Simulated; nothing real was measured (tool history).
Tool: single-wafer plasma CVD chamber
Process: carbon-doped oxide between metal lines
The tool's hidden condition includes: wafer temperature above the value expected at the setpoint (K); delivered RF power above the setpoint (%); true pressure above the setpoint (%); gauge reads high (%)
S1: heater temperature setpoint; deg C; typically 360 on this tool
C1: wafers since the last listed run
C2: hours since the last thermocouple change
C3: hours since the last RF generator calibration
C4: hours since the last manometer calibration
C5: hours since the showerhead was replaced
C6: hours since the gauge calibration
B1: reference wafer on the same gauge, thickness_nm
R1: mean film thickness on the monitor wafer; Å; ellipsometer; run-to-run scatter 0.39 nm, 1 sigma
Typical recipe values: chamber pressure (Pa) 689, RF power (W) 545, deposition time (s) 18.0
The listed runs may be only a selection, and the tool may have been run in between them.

Run 1, hour 0.0: usual settings but RF power (W) 590; C1 0; C2 360.9; C3 552.9; C4 1050.8; C5 3488.3; C6 617.5; B1 109.596. Result: R1 1055.03 Å.
Run 2, hour 77.5: usual settings but RF power (W) 590; C1 2866; C2 438.4; C3 630.4; C4 1128.3; C5 3565.8; C6 695.0; B1 109.505. Result: R1 1044.38 Å.
Run 3, hour 128.9: usual settings but RF power (W) 590; C1 1901; C2 489.8; C3 681.8; C4 1179.7; C5 3617.2; C6 746.4; B1 109.561. Result: R1 1048.75 Å.
Run 4, hour 178.6: usual settings; C1 1838; C2 539.5; C3 731.5; C4 1229.4; C5 3666.9; C6 796.1; B1 109.578. Result: R1 981.85 Å.
Run 5, hour 233.3: usual settings; C1 2023; C2 594.2; C3 786.2; C4 1284.1; C5 3721.6; C6 850.8; B1 109.615. Result: R1 975.53 Å.
Run 6, hour 289.8: usual settings; C1 2089; C2 650.7; C3 842.7; C4 1340.6; C5 3778.1; C6 907.3; B1 109.452. Result: R1 981.08 Å.
Run 7, hour 353.7: usual settings but deposition time (s) 18.8; C1 2363; C2 714.6; C3 906.6; C4 1404.5; C5 3842.0; C6 971.2; B1 109.483. Result: R1 1014.57 Å.
At hour 373.8: gauge calibrated.
Run 8, hour 415.9: usual settings but deposition time (s) 18.8; C1 2300; C2 776.8; C3 968.8; C4 1466.7; C5 3904.2; C6 42.1; B1 109.527. Result: R1 1020.50 Å.
Run 9, hour 475.0: usual settings but RF power (W) 480; C1 2185; C2 835.9; C3 1027.9; C4 1525.8; C5 3963.3; C6 101.2; B1 109.446. Result: R1 870.16 Å.
Run 10, hour 545.1: usual settings but RF power (W) 480; C1 2592; C2 906.0; C3 1098.0; C4 1595.9; C5 4033.4; C6 171.3; B1 109.470. Result: R1 862.72 Å.
Run 11, hour 615.4: usual settings but RF power (W) 480; C1 2600; C2 976.3; C3 1168.3; C4 1666.2; C5 4103.7; C6 241.6; B1 109.397. Result: R1 872.54 Å.
Run 12, hour 710.0: usual settings; C1 3499; C2 1070.9; C3 1262.9; C4 1760.8; C5 4198.3; C6 336.2; B1 109.462. Result: R1 975.73 Å.
Run 13, hour 929.7: usual settings but deposition time (s) 20.6; C1 8126; C2 1290.6; C3 1482.6; C4 1980.5; C5 4418.0; C6 555.9; B1 109.603. Result: R1 1114.17 Å.
At hour 969.2: thermocouple changed; heater temperature recalibrated.
Run 14, hour 996.7: usual settings but S1 353 deg C, chamber pressure (Pa) 820, RF power (W) 510; C1 2182; C2 27.5; C3 1549.6; C4 2047.5; C5 4485.0; C6 622.9; B1 109.447. Result: R1 965.08 Å.
Run 15, hour 1086.4: usual settings but RF power (W) 490, deposition time (s) 15.6; C1 3317; C2 117.2; C3 1639.3; C4 2137.2; C5 4574.7; C6 712.6; B1 109.629. Result: R1 767.49 Å.
Run 16, hour 1163.2: usual settings but S1 369 deg C, RF power (W) 590; C1 2840; C2 194.0; C3 1716.1; C4 2214.0; C5 4651.5; C6 789.4; B1 109.632. Result: R1 1024.19 Å.
At hour 1217.2: showerhead replaced.
At hour 1222.3: RF generator calibrated.
At hour 1266.8: gauge calibrated.
Run 17, hour 1266.8: usual settings; C1 3347; C2 297.6; C3 44.5; C4 2317.6; C5 49.6; C6 0.0; B1 109.556. Result: R1 979.11 Å.
Run 18, hour 1373.5: usual settings; C1 3946; C2 404.3; C3 151.2; C4 2424.3; C5 156.3; C6 106.7; B1 109.478. Result: R1 977.17 Å.
At hour 1386.5: capacitance manometer re-zeroed and calibrated.
Run 19, hour 1452.6: usual settings but S1 352 deg C; C1 2629; C2 483.4; C3 230.3; C4 66.1; C5 235.4; C6 185.8; B1 109.454. Result: R1 1003.04 Å.
Run 20, hour 1512.9: usual settings but S1 346 deg C, chamber pressure (Pa) 617, deposition time (s) 15.2; C1 2230; C2 543.7; C3 290.6; C4 126.4; C5 295.7; C6 246.1; B1 109.502. Result: R1 848.04 Å.
Run 21, hour 1608.8: usual settings but S1 364 deg C, chamber pressure (Pa) 540, RF power (W) 615, deposition time (s) 16.6; C1 3547; C2 639.6; C3 386.5; C4 222.3; C5 391.6; C6 342.0; B1 109.613. Result: R1 955.04 Å.
Run 22, hour 1743.6: usual settings but S1 354 deg C, chamber pressure (Pa) 819; C1 4985; C2 774.4; C3 521.3; C4 357.1; C5 526.4; C6 476.8; B1 109.449. Result: R1 1016.24 Å.

Consider 3 possible next runs. They are alternatives, not a sequence: every one starts from the tool as it was left by run 22. What does each give?
Run A, hour 1744.0: usual settings; C1 14; C2 774.8; C3 521.7; C4 357.5; C5 526.8; C6 477.2; B1 ?. Result: R1 ?.
Run B, hour 1744.0: usual settings but S1 367 deg C, deposition time (s) 20.9; C1 14; C2 774.8; C3 521.7; C4 357.5; C5 526.8; C6 477.2; B1 ?. Result: R1 ?.
Run C, hour 1744.0: usual settings but chamber pressure (Pa) 793; C1 14; C2 774.8; C3 521.7; C4 357.5; C5 526.8; C6 477.2; B1 ?. Result: R1 ?.

run       B1       R1
  A  109.565   983.06
  B  109.565  1118.16
  C  109.565  1001.40
Without the tool's hidden state the same runs would have given:
run       R1
  A   983.06
  B  1118.16
  C  1001.40

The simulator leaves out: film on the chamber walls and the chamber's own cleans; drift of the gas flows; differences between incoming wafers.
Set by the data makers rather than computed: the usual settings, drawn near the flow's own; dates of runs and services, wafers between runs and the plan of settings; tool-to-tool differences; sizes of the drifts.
